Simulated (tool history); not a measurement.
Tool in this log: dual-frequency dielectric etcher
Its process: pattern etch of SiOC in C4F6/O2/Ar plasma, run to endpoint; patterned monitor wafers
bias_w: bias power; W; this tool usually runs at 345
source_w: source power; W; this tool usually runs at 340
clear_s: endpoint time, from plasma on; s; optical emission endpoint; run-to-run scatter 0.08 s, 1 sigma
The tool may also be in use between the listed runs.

run,day,bias_w,source_w,wafers since the last listed run,hours since the last wet clean,hours since the last bias power generator calibration,hours since the last source power generator calibration,hours since the last upper electrode change,"incoming incoming film thickness, nm",clear_s
1,0.000,345,340,0,254.3,3987.8,2023.8,4170.4,37.72,16.6
2,0.562,345,340,130,267.8,4001.3,2037.3,4183.9,37.98,16.8
3,0.992,345,340,99,278.1,4011.6,2047.6,4194.2,38.06,17.1
4,1.662,311,340,155,294.2,4027.7,2063.7,4210.3,37.93,17.7
5,2.092,311,340,99,304.5,4038.0,2074.0,4220.6,37.84,17.3
6,2.521,311,340,99,314.8,4048.3,2084.3,4230.9,37.69,17.5
7,3.267,345,320,172,332.7,4066.2,2102.2,4248.8,37.84,17.6
8,3.667,345,320,92,342.3,4075.8,2111.8,4258.4,37.70,17.5
9,4.196,345,340,122,355.0,4088.5,2124.5,4271.1,37.85,16.9
10,5.542,314,300,311,387.3,4120.8,2156.8,4303.4,37.89,18.9
11,5.825,314,300,65,394.1,4127.6,2163.6,4310.2,37.97,18.9
12,6.083,345,310,59,400.3,4133.8,2169.8,4316.4,37.98,18.0
# day 7.479: wet clean of the chamber
13,7.500,345,310,96,0.5,4167.8,2203.8,4350.4,37.85,17.1
14,7.512,345,310,2,0.8,4168.1,2204.1,4350.7,38.35,17.3
15,7.762,383,340,57,6.8,4174.1,2210.1,4356.7,37.67,15.6
16,8.088,383,340,75,14.6,4181.9,2217.9,4364.5,37.70,15.7
17,8.367,317,300,64,21.3,4188.6,2224.6,4371.2,37.87,18.0
# day 9.446: upper electrode replaced
18,9.467,345,340,23,47.7,4215.0,2251.0,0.5,37.82,16.5
19,9.479,317,410,2,48.0,4215.3,2251.3,0.8,38.26,15.6
20,10.117,421,340,147,63.3,4230.6,2266.6,16.1,38.36,15.4
21,10.571,345,290,105,74.2,4241.5,2277.5,27.0,37.87,17.7
22,10.917,345,280,80,82.5,4249.8,2285.8,35.3,37.84,18.3
23,11.550,412,340,146,97.7,4265.0,2301.0,50.5,37.69,15.3
24,11.921,302,390,85,106.6,4273.9,2309.9,59.4,38.06,16.3
# day 12.104: bias power generator calibrated
25,12.608,285,380,120,123.1,12.1,2326.4,75.9,37.67,16.6
26,13.046,395,340,101,133.6,22.6,2336.9,86.4,38.06,15.9
# day 13.288: source power generator calibrated
27,13.325,398,340,26,140.3,29.3,0.9,93.1,37.89,15.8
28,13.796,311,380,109,151.6,40.6,12.2,104.4,38.26,16.6
29,15.658,372,310,431,196.3,85.3,56.9,149.1,37.55,16.7
30,16.375,345,340,166,213.5,102.5,74.1,166.3,37.68,16.7
31,16.733,345,340,83,222.1,111.1,82.7,174.9,37.70,16.6
32,17.483,345,340,173,240.1,129.1,100.7,192.9,37.97,16.9
33,18.133,373,390,150,255.7,144.7,116.3,208.5,38.09,15.3
34,18.496,319,320,84,264.4,153.4,125.0,217.2,37.48,17.5

Exercise: give the hidden state of the tool at every run:
bias power that arrives over what is set, %: 0 across all the runs
source power that arrives over what is set, %: 0 across all the runs
H1: etch rate over this chamber's usual, %
run,H1
1,-3.09
2,-3.25
3,-3.37
4,-3.56
5,-3.68
6,-3.8
7,-4
8,-4.12
9,-4.26
10,-4.64
11,-4.72
12,-4.79
13,-0.0285
14,-0.032
15,-0.102
16,-0.193
17,-0.271
18,-0.579
19,-0.582
20,-0.76
21,-0.887
22,-0.984
23,-1.16
24,-1.26
25,-1.46
26,-1.58
27,-1.66
28,-1.79
29,-2.31
30,-2.51
31,-2.61
32,-2.82
33,-3
34,-3.1

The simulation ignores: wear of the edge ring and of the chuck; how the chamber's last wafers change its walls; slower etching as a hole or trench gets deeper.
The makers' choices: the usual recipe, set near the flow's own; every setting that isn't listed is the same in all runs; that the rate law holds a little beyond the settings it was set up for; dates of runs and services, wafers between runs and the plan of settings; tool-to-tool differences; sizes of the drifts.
